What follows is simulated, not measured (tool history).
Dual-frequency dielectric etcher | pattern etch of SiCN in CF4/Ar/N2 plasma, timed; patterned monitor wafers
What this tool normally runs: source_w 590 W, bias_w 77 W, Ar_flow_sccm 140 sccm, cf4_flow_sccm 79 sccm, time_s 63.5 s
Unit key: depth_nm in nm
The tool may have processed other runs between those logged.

run	hour	source_w	bias_w	Ar_flow_sccm	cf4_flow_sccm	time_s	wafers since the last listed run	hours since the last wet clean	hours since the last source power generator calibration	hours since the last bias power generator calibration	hours since the last Ar flow controller change	hours since the last CF4 flow controller change	hours since the last upper electrode change	hours since the gauge calibration	read-back reference wafer on the same gauge, depth_nm	depth_nm
1	0	590	77	140	79	73	0	339.7	4766.3	1673.2	1421.5	2524.8	3955.2	497.5	64.4	79.9
# hour 24.8: source power generator calibrated
2	25.3	590	77	140	79	73	195	365	0.5	1698.5	1446.8	2550.1	3980.5	522.8	64.4	79.5
3	58.2	590	77	140	79	63.5	302	397.9	33.4	1731.4	1479.7	2583	4013.4	555.7	64.4	69
4	82	540	77	140	72	63.5	218	421.7	57.2	1755.2	1503.5	2606.8	4037.2	579.5	64.3	63.7
# hour 95.5: bias power generator calibrated
5	96	540	77	140	72	63.5	91	435.7	71.2	0.5	1517.5	2620.8	4051.2	593.5	64.4	65.9
# hour 123.4: CF4 flow controller replaced
6	130	730	82	140	79	63.5	257	469.7	105.2	34.5	1551.5	6.6	4085.2	627.5	64.4	85.1
7	152.1	660	68	140	70	56.5	202	491.8	127.3	56.6	1573.6	28.7	4107.3	649.6	64.4	61.7
# hour 155.8: gauge calibrated
8	169	590	77	140	79	63.5	155	508.7	144.2	73.5	1590.5	45.6	4124.2	13.2	64.5	70.6
9	197	590	77	140	79	63.5	257	536.7	172.2	101.5	1618.5	73.6	4152.2	41.2	64.4	70.2
10	232	490	77	151	70	63.5	321	571.7	207.2	136.5	1653.5	108.6	4187.2	76.2	64.4	60.3
# hour 264: wet clean of the chamber
# hour 271.3: Ar flow controller replaced
11	271.8	590	77	140	79	63.5	89	7.8	247	176.3	0.5	148.4	4227	116	64.5	72.4
12	278.5	530	77	140	79	63.5	61	14.5	253.7	183	7.2	155.1	4233.7	122.7	64.5	67.5
13	305.2	590	77	140	79	63.5	245	41.2	280.4	209.7	33.9	181.8	4260.4	149.4	64.4	72.1
# hour 333: upper electrode replaced
14	333.5	590	77	140	79	63.5	39	69.5	308.7	238	62.2	210.1	0.5	177.7	64.4	72.3
15	352.3	490	77	140	92	80.5	172	88.3	327.5	256.8	81	228.9	19.3	196.5	64.5	82.8
16	372.5	590	77	140	79	63.5	185	108.5	347.7	277	101.2	249.1	39.5	216.7	64.4	72.3

What will run 17 give?
17	396.3	590	91	158	79	63.5	218	132.3	371.5	300.8	125	272.9	63.3	240.5	?	?

read-back reference wafer on the same gauge, depth_nm: 64.4
depth_nm: 77.7 nm
If the tool had no hidden condition, the same run with the same run-to-run variation would have returned depth_nm 78.1 nm.

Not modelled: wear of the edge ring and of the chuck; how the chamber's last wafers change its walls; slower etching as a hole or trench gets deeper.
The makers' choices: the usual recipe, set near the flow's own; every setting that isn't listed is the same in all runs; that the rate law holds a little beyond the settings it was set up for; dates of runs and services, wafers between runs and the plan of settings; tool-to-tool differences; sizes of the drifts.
